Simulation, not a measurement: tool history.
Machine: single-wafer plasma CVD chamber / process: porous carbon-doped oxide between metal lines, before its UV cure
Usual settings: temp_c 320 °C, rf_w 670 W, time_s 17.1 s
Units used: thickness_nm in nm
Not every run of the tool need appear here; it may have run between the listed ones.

run   hour  temp_c  rf_w  time_s  read-back reference wafer on the same gauge, thickness_nm  thickness_nm
  1    0.0     320   670    17.1                                                     79.284        94.757
  2   26.8     320   670    17.1                                                     79.251        94.645
  3   47.7     320   740    18.3                                                     79.111       108.033
  4   65.9     320   670    14.7                                                     79.077        81.387
  5   89.3     320   670    17.1                                                     79.023        94.197
  6  121.7     320   670    17.1                                                     78.870        94.325
  7  143.7     328   670    17.1                                                     78.840        90.193
  8  161.2     328   670    17.1                                                     78.725        90.559
  9  183.4     328   670    17.1                                                     78.636        90.091
 10  207.3     311   670    17.1                                                     78.565        98.458
 11  235.5     311   670    17.1                                                     78.453        99.198
 12  252.5     320   570    17.1                                                     78.389        84.524
 13  271.2     320   570    17.1                                                     78.294        83.726
 14  295.7     320   570    17.1                                                     78.174        84.009
 15  308.7     320   670    15.2                                                     78.115        83.469
 16  342.7     320   670    15.2                                                     77.959        82.999
     360.8  -- thermocouple changed; heater temperature recalibrated
 17  369.4     308   670    16.0                                                     77.768        93.293
 18  389.3     324   670    14.1                                                     77.657        75.913
 19  401.6     320   560    17.1                                                     77.581        82.292
 20  425.1     320   785    19.2                                                     77.447       114.282
     428.1  -- gauge calibrated
 21  458.1     320   670    20.2                                                     79.502       111.875
 22  473.5     306   670    17.1                                                     79.499       102.811
 23  509.2     307   705    20.1                                                     79.457       123.909
     527.8  -- RF generator calibrated
 24  536.4     310   780    15.9                                                     79.437       104.107
 25  561.6     307   705    20.1                                                     79.481       123.874
 26  593.3     334   780    14.5                                                     79.400        83.192
     610.0  -- showerhead replaced
 27  610.5     320   670    17.1                                                     79.379        94.583
 28  630.5     320   670    17.1                                                     79.370        95.178
 29  687.0     314   775    18.3                                                     79.266       115.095
 30  714.3     310   780    15.9                                                     79.234       103.211
 31  749.6     330   670    16.0                                                     79.184        83.928
 32  782.1     320   745    14.0                                                     79.047        83.315

Consider 3 possible next runs. They are alternatives, not a sequence: every one starts from the tool as it was left by run 32. What does each give?
  A  782.5     320   670    17.1                                                          ?             ?
  B  782.5     332   670    17.1                                                          ?             ?
  C  782.5     320   750    17.1                                                          ?             ?

run  read-back reference wafer on the same gauge, thickness_nm  thickness_nm
  A                                                     79.063        94.326
  B                                                     79.063        88.324
  C                                                     79.063       101.580
Without the tool's unlogged condition, the same runs would have read:
run  thickness_nm
  A        94.986
  B        88.942
  C       102.291
